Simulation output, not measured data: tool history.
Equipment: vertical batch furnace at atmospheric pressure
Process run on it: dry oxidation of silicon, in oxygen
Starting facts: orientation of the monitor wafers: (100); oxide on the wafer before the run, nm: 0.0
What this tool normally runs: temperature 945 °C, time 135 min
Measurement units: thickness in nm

run	hour	temperature	time	read-back reference wafer on the same gauge, thickness	thickness
1	0	945	135	58.09	52.34
2	33.4	935	135	58.06	47.35
3	50.8	945	135	58.05	52.27
4	74.9	945	135	58.09	52.47
5	179.7	945	135	58.15	52.85
6	197	945	135	58.15	52.8
7	225.1	945	135	58.08	52.75
8	258.4	945	135	58.13	52.64
9	274.8	945	135	58.1	52.67
10	334.6	945	135	58.09	52.64
11	430.4	945	135	58.09	53.16
# hour 484.7: boat lift adjusted
12	485.2	945	135	58.09	53.09
13	497.3	945	135	58.13	53.13
14	509.8	945	135	58.08	53.22
15	529.9	945	135	58.1	53.01
16	565.1	931	135	58.08	45.99
# hour 594: thermocouples replaced and temperature profile calibrated
17	594.5	935	169.5	58.1	54.47
18	611.8	945	135	58.1	51.12
19	627	945	135	58.14	51.18
20	643.1	932	135	58.07	44.39
21	656.8	945	135	58.14	51.21
22	688.1	927	82.5	58.12	29.86

What does the tool deliver on the next run?
23	709.6	945	108.5	?	?

read-back reference wafer on the same gauge, thickness: 58.11
thickness: 43.74 nm
On a tool with no hidden condition, and with the same random variation, this run would have come out at thickness 43.54 nm.

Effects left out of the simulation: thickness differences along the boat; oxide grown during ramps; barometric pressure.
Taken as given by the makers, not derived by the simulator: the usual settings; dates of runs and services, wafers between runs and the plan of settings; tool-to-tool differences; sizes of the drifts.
